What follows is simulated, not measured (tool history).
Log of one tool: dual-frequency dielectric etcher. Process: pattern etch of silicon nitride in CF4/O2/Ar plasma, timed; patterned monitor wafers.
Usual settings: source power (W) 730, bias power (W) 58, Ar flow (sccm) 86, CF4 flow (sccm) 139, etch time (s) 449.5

run    hour  source power (W)  bias power (W)  Ar flow (sccm)  CF4 flow (sccm)  etch time (s)  wafers since the last listed run  hours since the last wet clean  hours since the last source power generator calibration  hours since the last bias power generator calibration  hours since the last Ar flow controller change  hours since the last CF4 flow controller change  hours since the last upper electrode change  hours since the gauge calibration  read-back reference wafer on the same gauge, depth_nm  mean etch depth across the wafer (nm)
  1     0.0               670              58              67              139          407.5                                 0                           370.1                                                    451.0                                                  564.5                                          3270.8                                             11.1                                        735.7                             3805.1                                                 1505.0                                 1178.0
  2    41.2               730              67              86              139          449.5                               157                           411.3                                                    492.2                                                  605.7                                          3312.0                                             52.3                                        776.9                             3846.3                                                 1501.3                                 1482.1
       89.7  -- bias power generator calibrated, repeated, since the last time left the tool worse
  3    90.2               730              54              86              129          449.5                               172                           460.3                                                    541.2                                                    0.5                                          3361.0                                            101.3                                        825.9                             3895.3                                                 1501.0                                 1355.6
  4   144.8               730              58              86              139          504.5                               209                           514.9                                                    595.8                                                   55.1                                          3415.6                                            155.9                                        880.5                             3949.9                                                 1500.1                                 1584.9
  5   216.6               730              58              86              139          571.0                               275                           586.7                                                    667.6                                                  126.9                                          3487.4                                            227.7                                        952.3                             4021.7                                                 1499.1                                 1789.9
      218.6  -- gauge calibrated
      266.1  -- wet clean of the chamber
  6   288.3               730              58              86              109          449.5                               182                            22.2                                                    739.3                                                  198.6                                          3559.1                                            299.4                                       1024.0                               69.7                                                 1498.4                                 1380.5
      309.3  -- Ar flow controller replaced
  7   365.1               560              58              86              149          449.5                               271                            99.0                                                    816.1                                                  275.4                                            55.8                                            376.2                                       1100.8                              146.5                                                 1498.4                                 1179.4
  8   406.9               730              72             105              139          449.5                               160                           140.8                                                    857.9                                                  317.2                                            97.6                                            418.0                                       1142.6                              188.3                                                 1498.7                                 1561.4
  9   468.0               730              58              73              128          449.5                               234                           201.9                                                    919.0                                                  378.3                                           158.7                                            479.1                                       1203.7                              249.4                                                 1504.5                                 1427.1
 10   545.6               730              46              86              139          347.0                               297                           279.5                                                    996.6                                                  455.9                                           236.3                                            556.7                                       1281.3                              327.0                                                 1497.6                                  953.2
 11   650.4               730              58              86              139          449.5                               401                           384.3                                                   1101.4                                                  560.7                                           341.1                                            661.5                                       1386.1                              431.8                                                 1502.7                                 1406.0
 12   691.7               830              58              86              139          449.5                               158                           425.6                                                   1142.7                                                  602.0                                           382.4                                            702.8                                       1427.4                              473.1                                                 1503.8                                 1560.5
 13   753.1               640              58              65              151          449.5                               235                           487.0                                                   1204.1                                                  663.4                                           443.8                                            764.2                                       1488.8                              534.5                                                 1503.4                                 1330.5
 14   847.9               880              63              86              139          403.5                               363                           581.8                                                   1298.9                                                  758.2                                           538.6                                            859.0                                       1583.6                              629.3                                                 1498.5                                 1533.2
      874.8  -- wet clean of the chamber
 15  1046.6               730              58              86              139          449.5                               669                           171.8                                                   1497.6                                                  956.9                                           737.3                                           1057.7                                       1782.3                              828.0                                                 1497.3                                 1418.4
 16  1118.3               730              58              86              127          449.5                               274                           243.5                                                   1569.3                                                 1028.6                                           809.0                                           1129.4                                       1854.0                              899.7                                                 1504.6                                 1406.7
 17  1175.6               730              58              86              139          449.5                               219                           300.8                                                   1626.6                                                 1085.9                                           866.3                                           1186.7                                       1911.3                              957.0                                                 1499.7                                 1419.8
 18  1244.8               730              53              99              163          449.5                               265                           370.0                                                   1695.8                                                 1155.1                                           935.5                                           1255.9                                       1980.5                             1026.2                                                 1498.9                                 1348.1
 19  1323.2               730              67              72              139          449.5                               300                           448.4                                                   1774.2                                                 1233.5                                          1013.9                                           1334.3                                       2058.9                             1104.6                                                 1499.5                                 1568.1
 20  1408.6               890              58              86              139          449.5                               327                           533.8                                                   1859.6                                                 1318.9                                          1099.3                                           1419.7                                       2144.3                             1190.0                                                 1498.9                                 1653.5

Forecast each of these 5 alternatives for the next run:
  A  1409.1               730              58              86              139          449.5                                 1                           534.3                                                   1860.1                                                 1319.4                                          1099.8                                           1420.2                                       2144.8                             1190.5                                                      ?                                      ?
  B  1409.1               860              58              86              159          449.5                                 1                           534.3                                                   1860.1                                                 1319.4                                          1099.8                                           1420.2                                       2144.8                             1190.5                                                      ?                                      ?
  C  1409.1               550              58              70              139          449.5                                 1                           534.3                                                   1860.1                                                 1319.4                                          1099.8                                           1420.2                                       2144.8                             1190.5                                                      ?                                      ?
  D  1409.1               600              48              99              166          449.5                                 1                           534.3                                                   1860.1                                                 1319.4                                          1099.8                                           1420.2                                       2144.8                             1190.5                                                      ?                                      ?
  E  1409.1               820              58             100              173          576.5                                 1                           534.3                                                   1860.1                                                 1319.4                                          1099.8                                           1420.2                                       2144.8                             1190.5                                                      ?                                      ?

run  read-back reference wafer on the same gauge, depth_nm  mean etch depth across the wafer (nm)
  A                                                 1495.9                                 1416.9
  B                                                 1495.9                                 1621.3
  C                                                 1495.9                                 1171.8
  D                                                 1495.9                                 1104.6
  E                                                 1495.9                                 1993.4
Without the tool's hidden state the same runs would have given:
run  mean etch depth across the wafer (nm)
  A                                 1389.5
  B                                 1590.6
  C                                 1149.1
  D                                 1084.5
  E                                 1955.3
